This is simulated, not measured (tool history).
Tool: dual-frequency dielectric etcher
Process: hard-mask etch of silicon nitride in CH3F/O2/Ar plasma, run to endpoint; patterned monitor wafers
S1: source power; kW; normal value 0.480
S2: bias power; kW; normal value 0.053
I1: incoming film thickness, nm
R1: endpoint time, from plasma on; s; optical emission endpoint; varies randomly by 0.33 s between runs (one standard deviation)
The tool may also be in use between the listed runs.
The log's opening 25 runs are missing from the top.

| run | hour | S1 | S2 | I1 | R1 |
|---|---|---|---|---|---|
| 26 | 342.4 | 0.430 | 0.059 | 29.88 | 40.2 |
| 27 | 356.4 | 0.580 | 0.046 | 29.59 | 38.3 |
| 28 | 365.3 | 0.480 | 0.050 | 29.79 | 40.1 |
| 29 | 380.9 | 0.440 | 0.040 | 29.77 | 44.6 |
| 30 | 391.4 | 0.390 | 0.053 | 29.93 | 42.2 |
| 31 | 405.8 | 0.440 | 0.044 | 29.84 | 42.8 |
| 32 | 413.8 | 0.590 | 0.057 | 30.00 | 35.9 |
| 33 | 428.0 | 0.480 | 0.053 | 29.79 | 39.1 |
| 34 | 434.1 | 0.480 | 0.053 | 29.82 | 39.0 |

Forecast each of these 5 alternatives for the next run:
| A | 434.5 | 0.480 | 0.046 | 29.81 | ? |
| B | 434.5 | 0.480 | 0.065 | 29.81 | ? |
| C | 434.5 | 0.520 | 0.058 | 29.81 | ? |
| D | 434.5 | 0.480 | 0.044 | 29.81 | ? |
| E | 434.5 | 0.440 | 0.061 | 29.81 | ? |

| run | R1 |
|---|---|
| A | 41.3 |
| B | 36.7 |
| C | 37.0 |
| D | 41.9 |
| E | 38.8 |
What these runs would have given with no unlogged condition in the tool:
| run | R1 |
|---|---|
| A | 43.3 |
| B | 38.5 |
| C | 38.9 |
| D | 44.0 |
| E | 40.7 |
